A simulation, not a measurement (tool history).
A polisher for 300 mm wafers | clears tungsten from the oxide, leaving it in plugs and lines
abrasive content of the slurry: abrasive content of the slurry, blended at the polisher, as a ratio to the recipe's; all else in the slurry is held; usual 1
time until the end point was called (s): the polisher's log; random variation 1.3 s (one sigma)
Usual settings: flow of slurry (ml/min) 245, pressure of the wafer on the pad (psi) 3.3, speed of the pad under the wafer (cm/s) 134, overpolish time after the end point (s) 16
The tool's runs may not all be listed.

run,hour,flow of slurry (ml/min),pressure of the wafer on the pad (psi),speed of the pad under the wafer (cm/s),abrasive content of the slurry,overpolish time after the end point (s),"incoming thickness of the incoming film, nm",time until the end point was called (s)
1,0,245,3.3,134,0.95,16,388.3,83.8
# hour 4.5: slurry tank refilled with fresh slurry and peroxide
2,31.7,245,3.3,134,1,16,399.9,85.6
# hour 56.1: worn pad replaced by a new one
3,59.1,245,3.3,120,1,16,389.1,93
4,79.4,175,2.2,120,1.2,16,400.1,150.7
5,96.8,245,2.1,134,1,16,394.6,137.3
# hour 119.5: slurry nozzle cleaned
6,128.9,245,3.3,134,0.9,25,396.7,79.5
7,163.5,175,3.3,134,1,16,392.9,82.8
8,190.2,180,3.3,134,1.15,26,393.6,80
# hour 201.4: slurry blender recalibrated
9,203.5,285,3.3,108,1,16,400.7,96.6
10,228.1,245,3.3,156,0.75,16,400.9,73.3
11,245.9,245,3.3,134,1,16,395.5,81.5
# hour 252.7: slurry tank refilled with fresh slurry and peroxide
12,265.8,200,3.3,134,1,16,392.4,80.6
13,298.8,245,3.3,134,1,16,401.7,82.6
# hour 310.8: worn pad replaced by a new one
14,319.3,245,3.3,134,1.25,16,402.5,77.1
15,343.9,200,3.3,134,1,24,397,81.8
16,379.8,245,2.3,122,0.75,10,402.4,140.5
17,395.3,245,3.3,134,1,16,392.5,80.7
18,415.3,245,3.9,146,1,24,395.9,62.5
19,437,320,4.4,146,1,16,393.5,54.9
20,451.2,245,4.2,180,1,16,397.9,48.1
21,486.5,245,3.3,134,1,16,393.9,81.4
# hour 490.2: slurry tank refilled with fresh slurry and peroxide
22,518.3,245,3.3,88,1.25,16,393.3,114
23,551.1,245,4.1,154,1.1,16,397.4,57.1
# hour 578.3: worn pad replaced by a new one
# hour 579.9: slurry blender recalibrated
# hour 608.9: head pressure recalibrated
24,648.6,245,4.3,166,1,16,390.2,50.2
25,669.4,245,3.3,134,1,16,387.7,81.2

Forecast each of these 5 alternatives for the next run:
A,669.9,245,3.3,134,1,16,391,?
B,669.9,245,3.3,108,1,16,391,?
C,669.9,245,3.3,172,1.25,16,391,?
D,669.9,245,4.2,134,1,9,391,?
E,669.9,245,3.9,134,1,16,391,?

run,time until the end point was called (s)
A,80.4
B,99.8
C,60.2
D,63.2
E,68.1
Without the tool's hidden state the same runs would have given:
run,time until the end point was called (s)
A,76.7
B,95.2
C,57.4
D,60.3
E,64.9

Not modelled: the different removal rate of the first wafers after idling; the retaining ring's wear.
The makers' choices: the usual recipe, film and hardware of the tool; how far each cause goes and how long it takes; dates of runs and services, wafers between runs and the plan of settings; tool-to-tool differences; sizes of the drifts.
